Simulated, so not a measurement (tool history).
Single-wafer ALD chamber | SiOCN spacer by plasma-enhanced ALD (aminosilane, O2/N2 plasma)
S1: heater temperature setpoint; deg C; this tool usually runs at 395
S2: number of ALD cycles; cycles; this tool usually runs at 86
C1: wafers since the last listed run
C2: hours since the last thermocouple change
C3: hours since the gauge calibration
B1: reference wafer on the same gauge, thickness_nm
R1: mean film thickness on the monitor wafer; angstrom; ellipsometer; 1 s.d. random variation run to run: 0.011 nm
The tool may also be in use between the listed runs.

Run 1, hour 0.0: usual settings; C1 0; C2 1826.4; C3 21.1; B1 4.770. Result: R1 53.12 angstrom.
Run 2, hour 90.0: usual settings but S2 93 cycles; C1 351; C2 1916.4; C3 111.1; B1 4.770. Result: R1 57.48 angstrom.
Run 3, hour 148.5: usual settings but S2 78 cycles; C1 228; C2 1974.9; C3 169.6; B1 4.771. Result: R1 48.07 angstrom.
Run 4, hour 189.7: usual settings but S2 78 cycles; C1 160; C2 2016.1; C3 210.8; B1 4.766. Result: R1 48.04 angstrom.
Run 5, hour 250.7: usual settings but S2 78 cycles; C1 238; C2 2077.1; C3 271.8; B1 4.768. Result: R1 48.21 angstrom.
Run 6, hour 328.7: usual settings but S2 77 cycles; C1 304; C2 2155.1; C3 349.8; B1 4.766. Result: R1 47.50 angstrom.
Run 7, hour 383.1: usual settings but S2 77 cycles; C1 212; C2 2209.5; C3 404.2; B1 4.769. Result: R1 47.55 angstrom.
Run 8, hour 477.3: usual settings; C1 367; C2 2303.7; C3 498.4; B1 4.773. Result: R1 53.05 angstrom.
Run 9, hour 540.9: usual settings; C1 248; C2 2367.3; C3 562.0; B1 4.771. Result: R1 53.18 angstrom.
At hour 590.4: gauge calibrated.
Run 10, hour 640.9: usual settings but S1 407 deg C, S2 80 cycles; C1 390; C2 2467.3; C3 50.5; B1 4.769. Result: R1 48.17 angstrom.
Run 11, hour 702.3: usual settings but S1 384 deg C, S2 99 cycles; C1 239; C2 2528.7; C3 111.9; B1 4.770. Result: R1 61.02 angstrom.
Run 12, hour 794.7: usual settings but S1 390 deg C, S2 94 cycles; C1 360; C2 2621.1; C3 204.3; B1 4.770. Result: R1 58.04 angstrom.
At hour 835.3: thermocouple changed; heater temperature recalibrated.
Run 13, hour 858.1: usual settings; C1 216; C2 22.8; C3 267.7; B1 4.770. Result: R1 53.23 angstrom.
Run 14, hour 915.7: usual settings but S1 388 deg C, S2 102 cycles; C1 224; C2 80.4; C3 325.3; B1 4.770. Result: R1 62.74 angstrom.
Run 15, hour 984.0: usual settings; C1 266; C2 148.7; C3 393.6; B1 4.771. Result: R1 53.18 angstrom.
Run 16, hour 1034.9: usual settings but S1 402 deg C, S2 95 cycles; C1 198; C2 199.6; C3 444.5; B1 4.771. Result: R1 58.15 angstrom.
Run 17, hour 1093.1: usual settings but S1 382 deg C, S2 79 cycles; C1 227; C2 257.8; C3 502.7; B1 4.772. Result: R1 48.78 angstrom.
At hour 1159.4: gauge calibrated.
Run 18, hour 1167.5: usual settings but S1 381 deg C, S2 79 cycles; C1 290; C2 332.2; C3 8.1; B1 4.769. Result: R1 48.86 angstrom.
Run 19, hour 1203.9: usual settings but S2 99 cycles; C1 142; C2 368.6; C3 44.5; B1 4.772. Result: R1 61.21 angstrom.

Across each entry between runs, compare the hidden state at the last listed run before it with the hidden state at the first listed run after it:
In the gap between runs 9 and 10: gauge calibrated (hour 590.4)
  no hidden state differs between the two runs
In the gap between runs 12 and 13: thermocouple changed; heater temperature recalibrated (hour 835.3)
  no hidden state differs between the two runs
In the gap between runs 17 and 18: gauge calibrated (hour 1159.4)
  no hidden state differs between the two runs

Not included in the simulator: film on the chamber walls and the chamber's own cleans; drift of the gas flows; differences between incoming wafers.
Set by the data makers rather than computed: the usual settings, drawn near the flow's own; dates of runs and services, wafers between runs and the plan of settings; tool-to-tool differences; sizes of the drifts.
